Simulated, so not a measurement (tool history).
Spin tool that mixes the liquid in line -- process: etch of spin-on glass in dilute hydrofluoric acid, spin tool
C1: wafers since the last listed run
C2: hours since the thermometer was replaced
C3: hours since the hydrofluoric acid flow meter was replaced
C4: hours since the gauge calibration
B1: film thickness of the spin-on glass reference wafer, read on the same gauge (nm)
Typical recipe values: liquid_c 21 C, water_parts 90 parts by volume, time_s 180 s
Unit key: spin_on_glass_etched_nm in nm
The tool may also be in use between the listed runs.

run 1 hour=0 | liquid_c=21 water_parts=90 time_s=180 | C1=0 C2=1902.9 C3=690.1 C4=228.8 | B1=130 | spin_on_glass_etched_nm=42.37
run 2 hour=15.4 | liquid_c=21 water_parts=90 time_s=180 | C1=106 C2=1918.3 C3=705.5 C4=244.2 | B1=129.98 | spin_on_glass_etched_nm=42.78
run 3 hour=24.1 | liquid_c=21 water_parts=90 time_s=180 | C1=59 C2=1927 C3=714.2 C4=252.9 | B1=130.01 | spin_on_glass_etched_nm=42.7
run 4 hour=33.8 | liquid_c=21 water_parts=90 time_s=180 | C1=66 C2=1936.7 C3=723.9 C4=262.6 | B1=130.01 | spin_on_glass_etched_nm=42.88
-- hour=46.2 gauge calibrated
run 5 hour=47.3 | liquid_c=22 water_parts=100 time_s=180 | C1=92 C2=1950.2 C3=737.4 C4=1.1 | B1=130 | spin_on_glass_etched_nm=39.85
run 6 hour=58 | liquid_c=21 water_parts=90 time_s=180 | C1=73 C2=1960.9 C3=748.1 C4=11.8 | B1=129.99 | spin_on_glass_etched_nm=42.9
run 7 hour=73.3 | liquid_c=21 water_parts=90 time_s=180 | C1=105 C2=1976.2 C3=763.4 C4=27.1 | B1=130.01 | spin_on_glass_etched_nm=42.51
run 8 hour=79.4 | liquid_c=21 water_parts=90 time_s=180 | C1=42 C2=1982.3 C3=769.5 C4=33.2 | B1=130 | spin_on_glass_etched_nm=42.71
run 9 hour=90.4 | liquid_c=21 water_parts=90 time_s=180 | C1=75 C2=1993.3 C3=780.5 C4=44.2 | B1=130.02 | spin_on_glass_etched_nm=42.29
run 10 hour=107.2 | liquid_c=21 water_parts=90 time_s=180 | C1=115 C2=2010.1 C3=797.3 C4=61 | B1=130.01 | spin_on_glass_etched_nm=42.56
run 11 hour=121.7 | liquid_c=21 water_parts=90 time_s=180 | C1=99 C2=2024.6 C3=811.8 C4=75.5 | B1=130.02 | spin_on_glass_etched_nm=42.63
run 12 hour=132.4 | liquid_c=21 water_parts=90 time_s=250 | C1=73 C2=2035.3 C3=822.5 C4=86.2 | B1=130.02 | spin_on_glass_etched_nm=59.69
-- hour=135.1 thermometer replaced
run 13 hour=143.3 | liquid_c=21 water_parts=90 time_s=180 | C1=68 C2=8.2 C3=833.4 C4=97.1 | B1=130 | spin_on_glass_etched_nm=43.38
run 14 hour=152.2 | liquid_c=17 water_parts=50 time_s=220 | C1=61 C2=17.1 C3=842.3 C4=106 | B1=130.01 | spin_on_glass_etched_nm=83.2
run 15 hour=159.5 | liquid_c=25 water_parts=50 time_s=150 | C1=50 C2=24.4 C3=849.6 C4=113.3 | B1=130 | spin_on_glass_etched_nm=80.72
run 16 hour=175 | liquid_c=17 water_parts=90 time_s=245 | C1=106 C2=39.9 C3=865.1 C4=128.8 | B1=130.01 | spin_on_glass_etched_nm=48.75
-- hour=194.2 hydrofluoric acid flow meter replaced
run 17 hour=194.7 | liquid_c=24 water_parts=90 time_s=180 | C1=128 C2=59.6 C3=0.5 C4=148.5 | B1=130.01 | spin_on_glass_etched_nm=51.85
run 18 hour=216.8 | liquid_c=19.5 water_parts=65 time_s=180 | C1=152 C2=81.7 C3=22.6 C4=170.6 | B1=129.96 | spin_on_glass_etched_nm=60.93
run 19 hour=225.6 | liquid_c=21 water_parts=90 time_s=180 | C1=60 C2=90.5 C3=31.4 C4=179.4 | B1=129.96 | spin_on_glass_etched_nm=45.6
run 20 hour=233.2 | liquid_c=21 water_parts=90 time_s=180 | C1=52 C2=98.1 C3=39 C4=187 | B1=130 | spin_on_glass_etched_nm=45.81

Predict the results of run 21:
run 21 hour=248.7 | liquid_c=21 water_parts=50 time_s=225 | C1=106 C2=113.6 C3=54.5 C4=202.5 | B1=? | spin_on_glass_etched_nm=?

B1: 130.03
spin_on_glass_etched_nm: 106.88 nm
Were there no unlogged condition in the tool, this run, its random variation unchanged, would have produced spin_on_glass_etched_nm 92.13 nm.
